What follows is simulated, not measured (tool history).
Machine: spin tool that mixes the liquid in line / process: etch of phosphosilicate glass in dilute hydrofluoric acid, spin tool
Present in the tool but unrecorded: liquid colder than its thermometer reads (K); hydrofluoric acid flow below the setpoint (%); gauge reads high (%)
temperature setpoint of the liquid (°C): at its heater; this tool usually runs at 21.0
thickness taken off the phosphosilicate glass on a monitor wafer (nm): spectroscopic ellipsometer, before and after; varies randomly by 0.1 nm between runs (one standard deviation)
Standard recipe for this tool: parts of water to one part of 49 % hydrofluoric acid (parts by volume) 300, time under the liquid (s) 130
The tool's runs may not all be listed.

run,hour,temperature setpoint of the liquid (°C),parts of water to one part of 49 % hydrofluoric acid (parts by volume),time under the liquid (s),wafers since the last listed run,hours since the thermometer was replaced,hours since the hydrofluoric acid flow meter was replaced,hours since the gauge calibration,"read-back film thickness of the phosphosilicate glass reference wafer, read on the same gauge (nm)",thickness taken off the phosphosilicate glass on a monitor wafer (nm)
1,0.0,21.0,300,110,0,1277.8,785.5,760.4,130.00,16.18
# hour 14.9: gauge calibrated
2,139.8,21.0,300,105,902,1417.6,925.3,124.9,129.96,15.42
3,210.6,21.0,300,105,457,1488.4,996.1,195.7,130.00,15.29
4,241.9,21.0,300,130,202,1519.7,1027.4,227.0,130.01,19.02
5,294.5,21.0,300,130,339,1572.3,1080.0,279.6,129.98,18.88
6,411.6,23.5,300,130,756,1689.4,1197.1,396.7,129.99,20.59
7,442.8,21.0,300,130,201,1720.6,1228.3,427.9,130.01,18.89
8,472.9,21.0,300,130,194,1750.7,1258.4,458.0,130.05,18.85
9,528.6,21.0,300,130,359,1806.4,1314.1,513.7,130.00,18.68
10,574.3,21.0,300,130,295,1852.1,1359.8,559.4,130.06,18.92
# hour 635.5: hydrofluoric acid flow meter replaced
11,642.1,21.0,300,130,431,1919.9,6.6,627.2,129.97,18.70
12,704.6,21.0,300,130,403,1982.4,69.1,689.7,129.98,18.58
13,764.1,21.0,300,130,384,2041.9,128.6,749.2,130.01,18.64
14,806.5,19.0,185,180,273,2084.3,171.0,791.6,130.01,42.58
# hour 840.9: thermometer replaced
# hour 854.6: gauge calibrated
15,860.0,21.0,300,130,339,19.1,224.5,5.4,130.00,20.34
16,906.9,17.5,370,155,302,66.0,271.4,52.3,130.02,16.53
17,946.7,21.0,175,105,257,105.8,311.2,92.1,129.97,31.77
18,981.4,17.0,300,185,224,140.5,345.9,126.8,130.04,24.91
19,1047.0,17.0,340,55,423,206.1,411.5,192.4,129.96,6.32
20,1113.8,21.0,300,130,431,272.9,478.3,259.2,129.98,20.13
21,1171.9,21.0,405,130,375,331.0,536.4,317.3,130.04,13.49
22,1220.6,24.0,300,130,314,379.7,585.1,366.0,129.97,22.21
23,1249.6,21.0,300,75,187,408.7,614.1,395.0,129.98,11.53
24,1320.5,25.5,230,175,457,479.6,685.0,465.9,130.03,44.19
25,1365.5,25.5,255,200,290,524.6,730.0,510.9,129.99,44.34
26,1420.4,21.0,300,130,354,579.5,784.9,565.8,130.01,19.89
27,1447.8,21.0,235,130,176,606.9,812.3,593.2,130.05,27.08

What differs in the tool's unlogged condition from the final listed run ahead of each entry between runs to the first listed run following it?
Runs 1 to 2: gauge calibrated (hour 14.9)
  liquid colder than its thermometer reads (K): 1.85 -> 2.02
  measured minus no-state result, thickness taken off the phosphosilicate glass on a monitor wafer (nm): -1.13 -> -1.18
Runs 10 to 11: hydrofluoric acid flow meter replaced (hour 635.5)
  liquid colder than its thermometer reads (K): 2.54 -> 2.63
  measured minus no-state result, thickness taken off the phosphosilicate glass on a monitor wafer (nm): -1.84 -> -1.89
Runs 14 to 15: thermometer replaced (hour 840.9); gauge calibrated (hour 854.6)
  liquid colder than its thermometer reads (K): 2.82 -> 0.129
  measured minus no-state result, thickness taken off the phosphosilicate glass on a monitor wafer (nm): -5.07 -> -0.10

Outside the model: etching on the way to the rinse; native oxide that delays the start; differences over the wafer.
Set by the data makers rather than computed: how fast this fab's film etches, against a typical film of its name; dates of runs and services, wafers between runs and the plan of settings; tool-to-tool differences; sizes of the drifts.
